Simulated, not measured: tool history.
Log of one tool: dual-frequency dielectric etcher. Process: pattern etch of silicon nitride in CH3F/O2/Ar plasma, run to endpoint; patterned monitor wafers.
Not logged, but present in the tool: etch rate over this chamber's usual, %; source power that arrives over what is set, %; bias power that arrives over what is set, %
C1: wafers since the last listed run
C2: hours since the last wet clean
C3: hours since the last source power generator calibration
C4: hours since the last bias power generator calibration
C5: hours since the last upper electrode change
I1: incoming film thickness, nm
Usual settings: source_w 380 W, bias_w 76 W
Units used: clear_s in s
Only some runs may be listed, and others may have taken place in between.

{"run": 1, "hour": 0.0, "source_w": 380, "bias_w": 70, "C1": 0, "C2": 488.7, "C3": 3400.1, "C4": 1461.4, "C5": 3021.2, "I1": 28.5, "clear_s": 44.2}
{"run": 2, "hour": 9.5, "source_w": 400, "bias_w": 76, "C1": 67, "C2": 498.2, "C3": 3409.6, "C4": 1470.9, "C5": 3030.7, "I1": 28.72, "clear_s": 42.8}
{"run": 3, "hour": 22.5, "source_w": 400, "bias_w": 76, "C1": 92, "C2": 511.2, "C3": 3422.6, "C4": 1483.9, "C5": 3043.7, "I1": 28.66, "clear_s": 42.9}
{"run": 4, "hour": 28.8, "source_w": 320, "bias_w": 76, "C1": 44, "C2": 517.5, "C3": 3428.9, "C4": 1490.2, "C5": 3050.0, "I1": 28.46, "clear_s": 46.4}
{"run": 5, "hour": 40.4, "source_w": 320, "bias_w": 76, "C1": 82, "C2": 529.1, "C3": 3440.5, "C4": 1501.8, "C5": 3061.6, "I1": 28.69, "clear_s": 46.7}
{"run": 6, "hour": 50.5, "source_w": 320, "bias_w": 76, "C1": 71, "C2": 539.2, "C3": 3450.6, "C4": 1511.9, "C5": 3071.7, "I1": 28.44, "clear_s": 46.1}
{"hour": 78.3, "done": "source power generator calibrated"}
{"hour": 84.6, "done": "wet clean of the chamber"}
{"run": 7, "hour": 85.1, "source_w": 380, "bias_w": 76, "C1": 172, "C2": 0.5, "C3": 6.8, "C4": 1546.5, "C5": 3106.3, "I1": 28.48, "clear_s": 41.0}
{"run": 8, "hour": 85.4, "source_w": 380, "bias_w": 76, "C1": 2, "C2": 0.8, "C3": 7.1, "C4": 1546.8, "C5": 3106.6, "I1": 28.55, "clear_s": 40.9}
{"run": 9, "hour": 89.6, "source_w": 380, "bias_w": 76, "C1": 29, "C2": 5.0, "C3": 11.3, "C4": 1551.0, "C5": 3110.8, "I1": 28.43, "clear_s": 40.8}
{"hour": 106.8, "done": "bias power generator calibrated"}
{"run": 10, "hour": 135.5, "source_w": 420, "bias_w": 62, "C1": 297, "C2": 50.9, "C3": 57.2, "C4": 28.7, "C5": 3156.7, "I1": 28.51, "clear_s": 42.4}
{"run": 11, "hour": 142.6, "source_w": 380, "bias_w": 76, "C1": 50, "C2": 58.0, "C3": 64.3, "C4": 35.8, "C5": 3163.8, "I1": 28.64, "clear_s": 41.5}
{"hour": 167.4, "done": "upper electrode replaced"}
{"run": 12, "hour": 167.9, "source_w": 420, "bias_w": 76, "C1": 9, "C2": 83.3, "C3": 89.6, "C4": 61.1, "C5": 0.5, "I1": 28.89, "clear_s": 40.2}
{"run": 13, "hour": 169.2, "source_w": 430, "bias_w": 92, "C1": 9, "C2": 84.6, "C3": 90.9, "C4": 62.4, "C5": 1.8, "I1": 28.59, "clear_s": 36.7}
{"run": 14, "hour": 180.3, "source_w": 440, "bias_w": 93, "C1": 78, "C2": 95.7, "C3": 102.0, "C4": 73.5, "C5": 12.9, "I1": 28.92, "clear_s": 36.7}
{"run": 15, "hour": 191.8, "source_w": 420, "bias_w": 82, "C1": 81, "C2": 107.2, "C3": 113.5, "C4": 85.0, "C5": 24.4, "I1": 28.69, "clear_s": 39.0}
{"run": 16, "hour": 201.8, "source_w": 310, "bias_w": 95, "C1": 70, "C2": 117.2, "C3": 123.5, "C4": 95.0, "C5": 34.4, "I1": 28.61, "clear_s": 41.6}
{"run": 17, "hour": 209.8, "source_w": 380, "bias_w": 76, "C1": 56, "C2": 125.2, "C3": 131.5, "C4": 103.0, "C5": 42.4, "I1": 28.46, "clear_s": 41.5}
{"run": 18, "hour": 223.3, "source_w": 300, "bias_w": 82, "C1": 95, "C2": 138.7, "C3": 145.0, "C4": 116.5, "C5": 55.9, "I1": 28.6, "clear_s": 44.3}
{"run": 19, "hour": 231.2, "source_w": 310, "bias_w": 66, "C1": 56, "C2": 146.6, "C3": 152.9, "C4": 124.4, "C5": 63.8, "I1": 28.87, "clear_s": 47.8}

Across each entry between runs, compare the hidden state at the last listed run before it with the hidden state at the first listed run after it:
In the gap between runs 6 and 7: source power generator calibrated (hour 78.3); wet clean of the chamber (hour 84.6)
  etch rate over this chamber's usual, %: -5.3 -> 0.561
  difference, measured minus the result without the unlogged condition, clear_s: +2.5 -> -0.2 s
In the gap between runs 9 and 10: bias power generator calibrated (hour 106.8)
  etch rate over this chamber's usual, %: 0.519 -> 0.0958
  difference, measured minus the result without the unlogged condition, clear_s: -0.2 -> +0.0 s
In the gap between runs 11 and 12: upper electrode replaced (hour 167.4)
  etch rate over this chamber's usual, %: 0.0302 -> -0.203
  difference, measured minus the result without the unlogged condition, clear_s: +0.0 -> +0.1 s

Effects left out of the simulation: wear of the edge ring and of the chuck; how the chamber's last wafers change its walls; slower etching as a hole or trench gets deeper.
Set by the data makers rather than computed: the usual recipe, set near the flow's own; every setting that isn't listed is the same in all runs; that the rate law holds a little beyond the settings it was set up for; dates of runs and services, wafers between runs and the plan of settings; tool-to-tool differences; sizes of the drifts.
